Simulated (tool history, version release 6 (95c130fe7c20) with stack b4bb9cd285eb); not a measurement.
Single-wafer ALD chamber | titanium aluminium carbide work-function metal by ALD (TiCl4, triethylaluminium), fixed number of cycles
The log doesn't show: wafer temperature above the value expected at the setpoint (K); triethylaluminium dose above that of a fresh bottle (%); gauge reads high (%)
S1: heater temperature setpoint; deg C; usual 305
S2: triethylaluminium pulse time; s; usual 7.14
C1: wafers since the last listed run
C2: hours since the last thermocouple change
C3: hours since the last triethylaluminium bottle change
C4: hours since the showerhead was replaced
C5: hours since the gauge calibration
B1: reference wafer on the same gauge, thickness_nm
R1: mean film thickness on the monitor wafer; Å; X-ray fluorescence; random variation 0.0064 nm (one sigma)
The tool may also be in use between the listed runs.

| run | hour | S1 | S2 | C1 | C2 | C3 | C4 | C5 | B1 | R1 |
|---|---|---|---|---|---|---|---|---|---|---|
| 1 | 0 | 305 | 7.14 | 0 | 991.2 | 1201 | 2206.5 | 485.6 | 1.921 | 18.11 |
|  | 26.5 | gauge calibrated |
| 2 | 51.3 | 305 | 7.14 | 894 | 1042.5 | 1252.3 | 2257.8 | 24.8 | 1.92 | 18.22 |
| 3 | 80.6 | 305 | 7.14 | 510 | 1071.8 | 1281.6 | 2287.1 | 54.1 | 1.92 | 18.16 |
| 4 | 152.2 | 296 | 8.75 | 1248 | 1143.4 | 1353.2 | 2358.7 | 125.7 | 1.918 | 18.34 |
| 5 | 215.8 | 305 | 7.14 | 1108 | 1207 | 1416.8 | 2422.3 | 189.3 | 1.919 | 18.33 |
| 6 | 285.4 | 305 | 7.14 | 1213 | 1276.6 | 1486.4 | 2491.9 | 258.9 | 1.921 | 18.3 |
| 7 | 317.7 | 305 | 7.14 | 563 | 1308.9 | 1518.7 | 2524.2 | 291.2 | 1.921 | 18.42 |
| 8 | 361.6 | 301 | 4.53 | 765 | 1352.8 | 1562.6 | 2568.1 | 335.1 | 1.922 | 15.09 |
|  | 373 | triethylaluminium bottle replaced |
| 9 | 387.1 | 310 | 9.21 | 305 | 1378.3 | 14.1 | 2593.6 | 360.6 | 1.92 | 20.48 |
|  | 415.2 | thermocouple changed; heater temperature recalibrated |
|  | 488.3 | gauge calibrated |
| 10 | 534.2 | 305 | 8.12 | 2424 | 119 | 161.2 | 2740.7 | 45.9 | 1.918 | 19.03 |
| 11 | 583.7 | 305 | 7.14 | 862 | 168.5 | 210.7 | 2790.2 | 95.4 | 1.921 | 18.45 |
| 12 | 611.3 | 291 | 6.08 | 481 | 196.1 | 238.3 | 2817.8 | 123 | 1.921 | 16.31 |
|  | 638.7 | showerhead replaced |
| 13 | 677.5 | 305 | 7.14 | 1014 | 262.3 | 304.5 | 38.8 | 189.2 | 1.922 | 18.27 |
| 14 | 810.7 | 305 | 4.71 | 2321 | 395.5 | 437.7 | 172 | 322.4 | 1.921 | 15.65 |

Forecast each of these 4 alternatives for the next run:
| A | 811.1 | 305 | 9.61 | 6 | 395.9 | 438.1 | 172.4 | 322.8 | ? | ? |
| B | 811.1 | 319 | 5.69 | 6 | 395.9 | 438.1 | 172.4 | 322.8 | ? | ? |
| C | 811.1 | 316 | 5.97 | 6 | 395.9 | 438.1 | 172.4 | 322.8 | ? | ? |
| D | 811.1 | 298 | 9.86 | 6 | 395.9 | 438.1 | 172.4 | 322.8 | ? | ? |

| run | B1 | R1 |
|---|---|---|
| A | 1.918 | 19.49 |
| B | 1.918 | 18.18 |
| C | 1.918 | 18.24 |
| D | 1.918 | 18.9 |
Without the tool's hidden state the same runs would have given:
| run | R1 |
|---|---|
| A | 19.68 |
| B | 18.7 |
| C | 18.73 |
| D | 19.07 |
